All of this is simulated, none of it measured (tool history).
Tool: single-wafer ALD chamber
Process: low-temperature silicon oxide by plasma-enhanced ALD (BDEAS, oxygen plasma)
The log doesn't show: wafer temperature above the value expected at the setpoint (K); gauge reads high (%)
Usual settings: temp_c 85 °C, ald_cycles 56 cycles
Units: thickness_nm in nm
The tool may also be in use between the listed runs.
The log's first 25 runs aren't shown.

run	hour	temp_c	ald_cycles	wafers since the last listed run	hours since the last thermocouple change	hours since the gauge calibration	read-back reference wafer on the same gauge, thickness_nm	thickness_nm
26	2368.1	89	56	272	116.2	1226.7	6.040	7.455
27	2425.9	70	62	376	174.0	1284.5	6.041	8.838
28	2484.2	81	49	379	232.3	1342.8	6.037	6.737
29	2556.1	85	56	468	304.2	1414.7	6.040	7.626
30	2652.3	95	53	626	400.4	1510.9	6.036	6.967
31	2708.1	96	63	363	456.2	1566.7	6.040	8.226
32	2801.2	85	56	606	549.3	1659.8	6.041	7.643
33	2894.5	85	56	607	642.6	1753.1	6.042	7.659
34	3000.4	94	53	689	748.5	1859.0	6.040	7.023
35	3078.9	85	50	511	827.0	1937.5	6.034	6.840
# hour 3125.8: thermocouple changed; heater temperature recalibrated
36	3135.3	85	56	315	9.5	1993.9	6.043	7.492
37	3218.0	79	61	538	92.2	2076.6	6.041	8.350
38	3262.0	85	52	286	136.2	2120.6	6.041	6.982
39	3533.4	76	56	1767	407.6	2392.0	6.038	7.818
40	3575.7	85	62	275	449.9	2434.3	6.041	8.357
41	3650.4	85	46	486	524.6	2509.0	6.042	6.212
42	3758.2	73	50	702	632.4	2616.8	6.040	7.114

Forecast each of these 3 alternatives for the next run:
A	3758.7	85	56	3	632.9	2617.3	?	?
B	3758.7	72	56	3	632.9	2617.3	?	?
C	3758.7	78	61	3	632.9	2617.3	?	?

run	read-back reference wafer on the same gauge, thickness_nm	thickness_nm
A	6.043	7.610
B	6.043	7.961
C	6.043	8.495
Without the tool's hidden state the same runs would have given:
run	thickness_nm
A	7.475
B	7.826
C	8.348

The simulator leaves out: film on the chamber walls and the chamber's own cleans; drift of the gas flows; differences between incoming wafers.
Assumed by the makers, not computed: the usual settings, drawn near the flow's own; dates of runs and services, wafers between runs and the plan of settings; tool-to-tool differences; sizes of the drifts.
